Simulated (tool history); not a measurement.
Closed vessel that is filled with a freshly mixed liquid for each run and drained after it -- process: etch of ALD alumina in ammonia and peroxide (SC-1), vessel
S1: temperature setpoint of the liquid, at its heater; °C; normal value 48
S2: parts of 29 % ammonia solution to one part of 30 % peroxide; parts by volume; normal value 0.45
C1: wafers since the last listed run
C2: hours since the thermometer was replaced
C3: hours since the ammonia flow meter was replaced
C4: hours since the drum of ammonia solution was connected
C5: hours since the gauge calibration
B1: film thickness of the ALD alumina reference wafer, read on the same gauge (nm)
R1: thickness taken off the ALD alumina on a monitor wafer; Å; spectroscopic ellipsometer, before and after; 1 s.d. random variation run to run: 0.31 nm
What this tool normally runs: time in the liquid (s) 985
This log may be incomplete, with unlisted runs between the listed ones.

{"run": 1, "hour": 0.0, "S1": 48, "S2": 0.45, "time in the liquid (s)": 985, "C1": 0, "C2": 1223.5, "C3": 1232.8, "C4": 427.8, "C5": 284.3, "B1": 129.99, "R1": 389.2}
{"run": 2, "hour": 17.4, "S1": 48, "S2": 0.45, "time in the liquid (s)": 985, "C1": 731, "C2": 1240.9, "C3": 1250.2, "C4": 445.2, "C5": 301.7, "B1": 129.99, "R1": 387}
{"run": 3, "hour": 24.9, "S1": 48, "S2": 0.3, "time in the liquid (s)": 985, "C1": 315, "C2": 1248.4, "C3": 1257.7, "C4": 452.7, "C5": 309.2, "B1": 130.01, "R1": 367.7}
{"run": 4, "hour": 35.4, "S1": 48, "S2": 0.3, "time in the liquid (s)": 985, "C1": 441, "C2": 1258.9, "C3": 1268.2, "C4": 463.2, "C5": 319.7, "B1": 130, "R1": 367.3}
{"run": 5, "hour": 50.3, "S1": 48, "S2": 0.3, "time in the liquid (s)": 985, "C1": 626, "C2": 1273.8, "C3": 1283.1, "C4": 478.1, "C5": 334.6, "B1": 130.01, "R1": 372}
{"run": 6, "hour": 65.8, "S1": 50.5, "S2": 0.45, "time in the liquid (s)": 985, "C1": 651, "C2": 1289.3, "C3": 1298.6, "C4": 493.6, "C5": 350.1, "B1": 129.99, "R1": 438.6}
{"run": 7, "hour": 75.2, "S1": 48, "S2": 0.45, "time in the liquid (s)": 985, "C1": 394, "C2": 1298.7, "C3": 1308, "C4": 503, "C5": 359.5, "B1": 129.98, "R1": 384.5}
{"run": 8, "hour": 92.9, "S1": 48, "S2": 0.45, "time in the liquid (s)": 985, "C1": 743, "C2": 1316.4, "C3": 1325.7, "C4": 520.7, "C5": 377.2, "B1": 129.97, "R1": 382.4}
{"hour": 118.5, "done": "gauge calibrated"}
{"run": 9, "hour": 145.0, "S1": 48, "S2": 0.45, "time in the liquid (s)": 985, "C1": 2189, "C2": 1368.5, "C3": 1377.8, "C4": 572.8, "C5": 26.5, "B1": 129.98, "R1": 377.4}
{"hour": 157.3, "done": "ammonia flow meter replaced"}
{"run": 10, "hour": 159.2, "S1": 48, "S2": 0.45, "time in the liquid (s)": 985, "C1": 554, "C2": 1382.7, "C3": 1.9, "C4": 587, "C5": 40.7, "B1": 130.02, "R1": 377.1}
{"run": 11, "hour": 176.9, "S1": 48, "S2": 0.45, "time in the liquid (s)": 985, "C1": 743, "C2": 1400.4, "C3": 19.6, "C4": 604.7, "C5": 58.4, "B1": 130, "R1": 374.6}
{"run": 12, "hour": 192.9, "S1": 48, "S2": 0.45, "time in the liquid (s)": 985, "C1": 672, "C2": 1416.4, "C3": 35.6, "C4": 620.7, "C5": 74.4, "B1": 129.98, "R1": 379.9}
{"run": 13, "hour": 208.9, "S1": 48, "S2": 0.45, "time in the liquid (s)": 985, "C1": 672, "C2": 1432.4, "C3": 51.6, "C4": 636.7, "C5": 90.4, "B1": 130.02, "R1": 380.8}
{"hour": 224.9, "done": "new drum of ammonia solution connected"}
{"run": 14, "hour": 225.9, "S1": 48, "S2": 0.45, "time in the liquid (s)": 985, "C1": 672, "C2": 1449.4, "C3": 68.6, "C4": 1, "C5": 107.4, "B1": 130, "R1": 378.2}
{"run": 15, "hour": 232.9, "S1": 48, "S2": 0.3, "time in the liquid (s)": 1470, "C1": 294, "C2": 1456.4, "C3": 75.6, "C4": 8, "C5": 114.4, "B1": 130, "R1": 540.6}
{"run": 16, "hour": 241.5, "S1": 38.5, "S2": 0.45, "time in the liquid (s)": 985, "C1": 361, "C2": 1465, "C3": 84.2, "C4": 16.6, "C5": 123, "B1": 130.01, "R1": 214.9}
{"run": 17, "hour": 254.8, "S1": 48, "S2": 0.65, "time in the liquid (s)": 985, "C1": 558, "C2": 1478.3, "C3": 97.5, "C4": 29.9, "C5": 136.3, "B1": 130.02, "R1": 391.3}
{"run": 18, "hour": 266.0, "S1": 53, "S2": 0.35, "time in the liquid (s)": 985, "C1": 470, "C2": 1489.5, "C3": 108.7, "C4": 41.1, "C5": 147.5, "B1": 130, "R1": 482}
{"run": 19, "hour": 274.5, "S1": 45.5, "S2": 0.45, "time in the liquid (s)": 1335, "C1": 357, "C2": 1498, "C3": 117.2, "C4": 49.6, "C5": 156, "B1": 129.99, "R1": 445.8}
{"run": 20, "hour": 292.4, "S1": 48, "S2": 0.45, "time in the liquid (s)": 985, "C1": 752, "C2": 1515.9, "C3": 135.1, "C4": 67.5, "C5": 173.9, "B1": 130.03, "R1": 377.8}
{"hour": 299.2, "done": "thermometer replaced"}
{"run": 21, "hour": 307.5, "S1": 56, "S2": 0.55, "time in the liquid (s)": 1470, "C1": 592, "C2": 8.3, "C3": 150.2, "C4": 82.6, "C5": 189, "B1": 129.98, "R1": 996.8}
{"run": 22, "hour": 318.1, "S1": 48, "S2": 0.55, "time in the liquid (s)": 985, "C1": 445, "C2": 18.9, "C3": 160.8, "C4": 93.2, "C5": 199.6, "B1": 129.99, "R1": 425}
{"run": 23, "hour": 324.4, "S1": 42, "S2": 0.4, "time in the liquid (s)": 1310, "C1": 264, "C2": 25.2, "C3": 167.1, "C4": 99.5, "C5": 205.9, "B1": 130.02, "R1": 390.6}
{"run": 24, "hour": 331.6, "S1": 48, "S2": 0.45, "time in the liquid (s)": 1575, "C1": 302, "C2": 32.4, "C3": 174.3, "C4": 106.7, "C5": 213.1, "B1": 130.02, "R1": 671.9}
{"run": 25, "hour": 341.1, "S1": 45.5, "S2": 0.45, "time in the liquid (s)": 1335, "C1": 399, "C2": 41.9, "C3": 183.8, "C4": 116.2, "C5": 222.6, "B1": 130, "R1": 496.3}
{"run": 26, "hour": 385.4, "S1": 48, "S2": 0.45, "time in the liquid (s)": 1480, "C1": 1861, "C2": 86.2, "C3": 228.1, "C4": 160.5, "C5": 266.9, "B1": 130, "R1": 633.1}

Each row is a separate what-if for the run after 26, all from the same tool condition, not one after another. Results?
{"run": "A", "hour": 386.3, "S1": 48, "S2": 0.45, "time in the liquid (s)": 985, "C1": 37, "C2": 87.1, "C3": 229, "C4": 161.4, "C5": 267.8, "B1": "?", "R1": "?"}
{"run": "B", "hour": 386.3, "S1": 44.5, "S2": 0.45, "time in the liquid (s)": 985, "C1": 37, "C2": 87.1, "C3": 229, "C4": 161.4, "C5": 267.8, "B1": "?", "R1": "?"}
{"run": "C", "hour": 386.3, "S1": 45.5, "S2": 0.45, "time in the liquid (s)": 710, "C1": 37, "C2": 87.1, "C3": 229, "C4": 161.4, "C5": 267.8, "B1": "?", "R1": "?"}

run=A B1=129.98 R1=415.1
run=B B1=129.98 R1=340.3
run=C B1=129.98 R1=259.8
What these runs would have given with no unlogged condition in the tool:
run=A R1=432.4
run=B R1=354.9
run=C R1=270.8

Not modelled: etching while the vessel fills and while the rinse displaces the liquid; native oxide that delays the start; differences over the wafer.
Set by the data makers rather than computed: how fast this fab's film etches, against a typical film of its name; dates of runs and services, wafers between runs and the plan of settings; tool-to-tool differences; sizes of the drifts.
